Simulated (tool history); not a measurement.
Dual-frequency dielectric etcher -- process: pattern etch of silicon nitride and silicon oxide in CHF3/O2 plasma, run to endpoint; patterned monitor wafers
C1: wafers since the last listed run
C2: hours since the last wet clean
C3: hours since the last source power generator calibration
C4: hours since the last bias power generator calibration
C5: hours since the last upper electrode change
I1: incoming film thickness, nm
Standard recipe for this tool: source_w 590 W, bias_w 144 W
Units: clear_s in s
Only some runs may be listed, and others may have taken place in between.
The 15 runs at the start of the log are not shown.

run 16 day=9.129 | source_w=590 bias_w=144 | C1=60 C2=139.4 C3=78.5 C4=16.5 C5=97 | I1=319.7 | clear_s=218.2
run 17 day=9.854 | source_w=490 bias_w=134 | C1=117 C2=156.8 C3=95.9 C4=33.9 C5=114.4 | I1=315.8 | clear_s=241.9
run 18 day=10.562 | source_w=520 bias_w=168 | C1=115 C2=173.8 C3=112.9 C4=50.9 C5=131.4 | I1=315 | clear_s=220.1
run 19 day=11.038 | source_w=440 bias_w=109 | C1=77 C2=185.2 C3=124.3 C4=62.3 C5=142.8 | I1=317 | clear_s=266.7
run 20 day=11.775 | source_w=450 bias_w=170 | C1=119 C2=202.9 C3=142 C4=80 C5=160.5 | I1=317.2 | clear_s=236.2
run 21 day=12.096 | source_w=590 bias_w=144 | C1=52 C2=210.6 C3=149.7 C4=87.7 C5=168.2 | I1=318.5 | clear_s=222.7
run 22 day=12.492 | source_w=440 bias_w=116 | C1=64 C2=220.1 C3=159.2 C4=97.2 C5=177.7 | I1=315.4 | clear_s=262.1
run 23 day=13.05 | source_w=440 bias_w=172 | C1=90 C2=233.5 C3=172.6 C4=110.6 C5=191.1 | I1=315 | clear_s=235.8
run 24 day=13.7 | source_w=590 bias_w=144 | C1=105 C2=249.1 C3=188.2 C4=126.2 C5=206.7 | I1=316.4 | clear_s=219.6
run 25 day=14.442 | source_w=590 bias_w=144 | C1=120 C2=266.9 C3=206 C4=144 C5=224.5 | I1=315.3 | clear_s=219.1
run 26 day=14.883 | source_w=470 bias_w=132 | C1=71 C2=277.5 C3=216.6 C4=154.6 C5=235.1 | I1=318.6 | clear_s=251.4
run 27 day=15.488 | source_w=590 bias_w=144 | C1=98 C2=292 C3=231.1 C4=169.1 C5=249.6 | I1=311.6 | clear_s=218.4
run 28 day=15.892 | source_w=690 bias_w=162 | C1=65 C2=301.7 C3=240.8 C4=178.8 C5=259.3 | I1=316.8 | clear_s=200
run 29 day=16.25 | source_w=590 bias_w=117 | C1=58 C2=310.3 C3=249.4 C4=187.4 C5=267.9 | I1=316.1 | clear_s=232.5
run 30 day=16.892 | source_w=590 bias_w=144 | C1=104 C2=325.7 C3=264.8 C4=202.8 C5=283.3 | I1=318.9 | clear_s=224
run 31 day=17.217 | source_w=590 bias_w=144 | C1=52 C2=333.5 C3=272.6 C4=210.6 C5=291.1 | I1=316.1 | clear_s=219.7
run 32 day=17.621 | source_w=440 bias_w=118 | C1=65 C2=343.2 C3=282.3 C4=220.3 C5=300.8 | I1=313.8 | clear_s=261.8
run 33 day=18.025 | source_w=730 bias_w=160 | C1=65 C2=352.9 C3=292 C4=230 C5=310.5 | I1=318.2 | clear_s=195.7
run 34 day=18.321 | source_w=590 bias_w=144 | C1=48 C2=360 C3=299.1 C4=237.1 C5=317.6 | I1=314.5 | clear_s=219.7
run 35 day=18.704 | source_w=590 bias_w=124 | C1=62 C2=369.2 C3=308.3 C4=246.3 C5=326.8 | I1=316.1 | clear_s=228.3
run 36 day=19.079 | source_w=530 bias_w=158 | C1=60 C2=378.2 C3=317.3 C4=255.3 C5=335.8 | I1=320.5 | clear_s=229.4

3 options for the next run, each taken on its own from the tool as it stands now. Forecast them:
run A day=19.1 | source_w=590 bias_w=127 | C1=3 C2=378.7 C3=317.8 C4=255.8 C5=336.3 | I1=318.5 | clear_s=?
run B day=19.1 | source_w=460 bias_w=144 | C1=3 C2=378.7 C3=317.8 C4=255.8 C5=336.3 | I1=318.5 | clear_s=?
run C day=19.1 | source_w=650 bias_w=132 | C1=3 C2=378.7 C3=317.8 C4=255.8 C5=336.3 | I1=318.5 | clear_s=?

run=A clear_s=232.5
run=B clear_s=250.8
run=C clear_s=220.8
With no hidden state in the tool, these same runs would have given:
run=A clear_s=227.3
run=B clear_s=245.3
run=C clear_s=215.9

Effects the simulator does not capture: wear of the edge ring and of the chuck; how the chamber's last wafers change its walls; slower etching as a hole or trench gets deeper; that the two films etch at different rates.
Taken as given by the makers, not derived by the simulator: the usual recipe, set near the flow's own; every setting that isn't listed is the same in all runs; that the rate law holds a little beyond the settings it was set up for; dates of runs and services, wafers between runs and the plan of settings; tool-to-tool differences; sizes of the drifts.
